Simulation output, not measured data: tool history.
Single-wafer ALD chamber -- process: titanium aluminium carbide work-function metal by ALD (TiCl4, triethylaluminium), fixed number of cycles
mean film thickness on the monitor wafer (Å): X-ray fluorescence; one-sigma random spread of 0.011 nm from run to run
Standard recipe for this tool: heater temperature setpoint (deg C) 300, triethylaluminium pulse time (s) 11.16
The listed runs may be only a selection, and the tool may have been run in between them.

run,hour,heater temperature setpoint (deg C),triethylaluminium pulse time (s),"read-back reference wafer on the same gauge, thickness_nm",mean film thickness on the monitor wafer (Å)
1,0,300,11.16,1.597,19.71
2,36.9,300,11.16,1.601,19.94
3,101.7,295,8.62,1.601,18.55
4,154.6,295,8.62,1.599,18.56
5,210.2,295,8.62,1.605,18.33
6,240,290,11.16,1.599,18.96
7,309.8,300,11.16,1.601,19.77
8,352.4,300,11.16,1.6,19.76
9,377.8,290,9.66,1.605,18.59
10,439.1,290,9.66,1.601,18.73
11,481.1,288,12.68,1.599,19.11
12,551.6,291,12.96,1.6,19.41
# hour 614.9: thermocouple changed; heater temperature recalibrated
13,615.4,296,12.5,1.601,19.68
14,673.9,315,13.8,1.599,21.15
15,726,312,13.7,1.597,21.07
# hour 728.6: gauge calibrated
16,761.5,295,8.86,1.598,18.58
# hour 837.5: triethylaluminium bottle replaced
17,869.9,288,11.16,1.596,18.82
18,914.8,308,14.96,1.6,20.82
19,968.6,300,6.98,1.601,17.2
20,1034.2,287,6.77,1.595,16.04
# hour 1049.1: showerhead replaced
21,1104.5,300,11.16,1.599,19.53
22,1137.8,309,14.3,1.598,20.84
23,1199.1,300,11.16,1.597,19.64
24,1249.5,300,11.16,1.603,19.74
25,1301.4,296,9.1,1.603,18.84
26,1352.5,314,8.34,1.6,19.84
27,1399.9,286,6.88,1.601,16.12
28,1460.5,307,11.16,1.602,20.53
29,1532.5,307,13.57,1.603,20.62
30,1561.8,300,11.16,1.596,19.96
31,1611.1,310,13.9,1.6,20.71
32,1664.6,294,8.62,1.603,18.41

What the log doesn't show, run by run:
wafer temperature above the value expected at the setpoint (K): 0 on each run
triethylaluminium dose above that of a fresh bottle (%): 0 on each run
gauge reads high (%): 0 on each run
